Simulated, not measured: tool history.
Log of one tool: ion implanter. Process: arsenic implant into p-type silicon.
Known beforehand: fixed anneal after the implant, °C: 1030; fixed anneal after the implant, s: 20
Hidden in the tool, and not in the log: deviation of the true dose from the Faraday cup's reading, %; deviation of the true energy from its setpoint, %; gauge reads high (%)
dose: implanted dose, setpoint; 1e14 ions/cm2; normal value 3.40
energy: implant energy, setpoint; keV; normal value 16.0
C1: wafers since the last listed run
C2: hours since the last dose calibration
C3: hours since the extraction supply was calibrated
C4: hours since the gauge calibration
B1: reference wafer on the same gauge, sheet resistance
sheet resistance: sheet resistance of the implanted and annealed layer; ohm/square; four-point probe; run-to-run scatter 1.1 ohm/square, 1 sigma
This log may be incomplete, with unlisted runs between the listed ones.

run 1 hour=0.0 | dose=3.40 energy=16.0 | C1=0 C2=595.3 C3=1430.5 C4=1350.4 | B1=231.97 | sheet_resistance=252.13
run 2 hour=57.5 | dose=3.40 energy=16.0 | C1=1053 C2=652.8 C3=1488.0 C4=1407.9 | B1=232.23 | sheet_resistance=252.92
run 3 hour=116.2 | dose=3.40 energy=16.0 | C1=1075 C2=711.5 C3=1546.7 C4=1466.6 | B1=231.70 | sheet_resistance=249.29
run 4 hour=164.4 | dose=3.40 energy=18.0 | C1=883 C2=759.7 C3=1594.9 C4=1514.8 | B1=231.97 | sheet_resistance=248.27
run 5 hour=221.7 | dose=3.40 energy=18.0 | C1=1050 C2=817.0 C3=1652.2 C4=1572.1 | B1=231.94 | sheet_resistance=248.57
run 6 hour=268.2 | dose=3.40 energy=17.0 | C1=852 C2=863.5 C3=1698.7 C4=1618.6 | B1=232.26 | sheet_resistance=249.25
run 7 hour=307.0 | dose=3.03 energy=12.0 | C1=711 C2=902.3 C3=1737.5 C4=1657.4 | B1=232.49 | sheet_resistance=283.30
run 8 hour=345.1 | dose=3.03 energy=12.0 | C1=698 C2=940.4 C3=1775.6 C4=1695.5 | B1=231.41 | sheet_resistance=281.51
run 9 hour=518.9 | dose=3.40 energy=12.0 | C1=3185 C2=1114.2 C3=1949.4 C4=1869.3 | B1=232.16 | sheet_resistance=257.83
run 10 hour=555.5 | dose=3.40 energy=12.0 | C1=670 C2=1150.8 C3=1986.0 C4=1905.9 | B1=232.13 | sheet_resistance=256.69
run 11 hour=690.3 | dose=3.40 energy=16.0 | C1=2470 C2=1285.6 C3=2120.8 C4=2040.7 | B1=231.84 | sheet_resistance=250.19
-- hour=719.9 gauge calibrated
run 12 hour=743.0 | dose=3.40 energy=16.0 | C1=965 C2=1338.3 C3=2173.5 C4=23.1 | B1=231.97 | sheet_resistance=250.20
run 13 hour=789.9 | dose=3.40 energy=16.0 | C1=859 C2=1385.2 C3=2220.4 C4=70.0 | B1=231.52 | sheet_resistance=250.35
-- hour=800.6 extraction supply calibrated
run 14 hour=847.7 | dose=3.40 energy=16.0 | C1=912 C2=1443.0 C3=47.1 C4=127.8 | B1=232.14 | sheet_resistance=251.86
run 15 hour=913.2 | dose=3.40 energy=16.0 | C1=1200 C2=1508.5 C3=112.6 C4=193.3 | B1=231.92 | sheet_resistance=250.45
run 16 hour=968.0 | dose=3.40 energy=16.0 | C1=1004 C2=1563.3 C3=167.4 C4=248.1 | B1=231.85 | sheet_resistance=251.20
run 17 hour=1006.3 | dose=3.40 energy=16.0 | C1=701 C2=1601.6 C3=205.7 C4=286.4 | B1=232.05 | sheet_resistance=249.64
run 18 hour=1062.4 | dose=3.77 energy=19.0 | C1=1028 C2=1657.7 C3=261.8 C4=342.5 | B1=232.09 | sheet_resistance=225.37
run 19 hour=1107.6 | dose=3.40 energy=16.0 | C1=828 C2=1702.9 C3=307.0 C4=387.7 | B1=231.71 | sheet_resistance=251.33
run 20 hour=1159.2 | dose=4.11 energy=14.0 | C1=945 C2=1754.5 C3=358.6 C4=439.3 | B1=232.09 | sheet_resistance=220.09
run 21 hour=1228.4 | dose=4.15 energy=13.0 | C1=1268 C2=1823.7 C3=427.8 C4=508.5 | B1=232.13 | sheet_resistance=218.38
run 22 hour=1275.8 | dose=3.67 energy=21.5 | C1=868 C2=1871.1 C3=475.2 C4=555.9 | B1=231.99 | sheet_resistance=228.74
run 23 hour=1326.9 | dose=2.65 energy=14.0 | C1=936 C2=1922.2 C3=526.3 C4=607.0 | B1=231.93 | sheet_resistance=307.17
-- hour=1368.3 Faraday cup replaced and dose calibrated
run 24 hour=1397.7 | dose=2.56 energy=19.0 | C1=1151 C2=29.4 C3=597.1 C4=677.8 | B1=231.64 | sheet_resistance=309.31
run 25 hour=1434.9 | dose=2.75 energy=14.0 | C1=681 C2=66.6 C3=634.3 C4=715.0 | B1=231.53 | sheet_resistance=303.98
run 26 hour=1472.1 | dose=3.40 energy=16.0 | C1=681 C2=103.8 C3=671.5 C4=752.2 | B1=231.86 | sheet_resistance=251.91
run 27 hour=1507.4 | dose=3.40 energy=16.0 | C1=646 C2=139.1 C3=706.8 C4=787.5 | B1=231.60 | sheet_resistance=251.49
run 28 hour=1549.9 | dose=2.75 energy=16.0 | C1=778 C2=181.6 C3=749.3 C4=830.0 | B1=232.56 | sheet_resistance=295.71
run 29 hour=1604.0 | dose=3.67 energy=21.5 | C1=991 C2=235.7 C3=803.4 C4=884.1 | B1=232.06 | sheet_resistance=230.86
run 30 hour=1657.7 | dose=3.40 energy=16.0 | C1=984 C2=289.4 C3=857.1 C4=937.8 | B1=231.67 | sheet_resistance=253.12
run 31 hour=1713.6 | dose=4.12 energy=13.5 | C1=1024 C2=345.3 C3=913.0 C4=993.7 | B1=231.88 | sheet_resistance=222.40
run 32 hour=1782.8 | dose=4.11 energy=14.0 | C1=1268 C2=414.5 C3=982.2 C4=1062.9 | B1=232.34 | sheet_resistance=219.84
run 33 hour=1819.3 | dose=3.40 energy=16.0 | C1=668 C2=451.0 C3=1018.7 C4=1099.4 | B1=232.43 | sheet_resistance=254.01
run 34 hour=1871.7 | dose=3.40 energy=21.0 | C1=960 C2=503.4 C3=1071.1 C4=1151.8 | B1=231.84 | sheet_resistance=243.08

Below, some changes in sheet resistance between adjacent runs. For each, the amount present without the hidden state too (settings, incoming material, random variation) and the amount remaining for the hidden state with gauge scatter not shared by both compared results:
Run 6 -> 7: dose 3.40 -> 3.03, energy 17.0 -> 12.0. sheet resistance +34.05 ohm/square: hidden state -0.65, all else +34.70.
Run 22 -> 23: dose 3.67 -> 2.65, energy 21.5 -> 14.0. sheet resistance +78.43 ohm/square: hidden state -1.69, all else +80.12.
Run 23 -> 24: dose 2.65 -> 2.56, energy 14.0 -> 19.0, Faraday cup replaced and dose calibrated. sheet resistance +2.14 ohm/square: hidden state +6.02, all else -3.88.
Run 25 -> 26: dose 2.75 -> 3.40, energy 14.0 -> 16.0. sheet resistance -52.07 ohm/square: hidden state -0.20, all else -51.87.
Run 28 -> 29: dose 2.75 -> 3.67, energy 16.0 -> 21.5. sheet resistance -64.85 ohm/square: hidden state +0.03, all else -64.88.
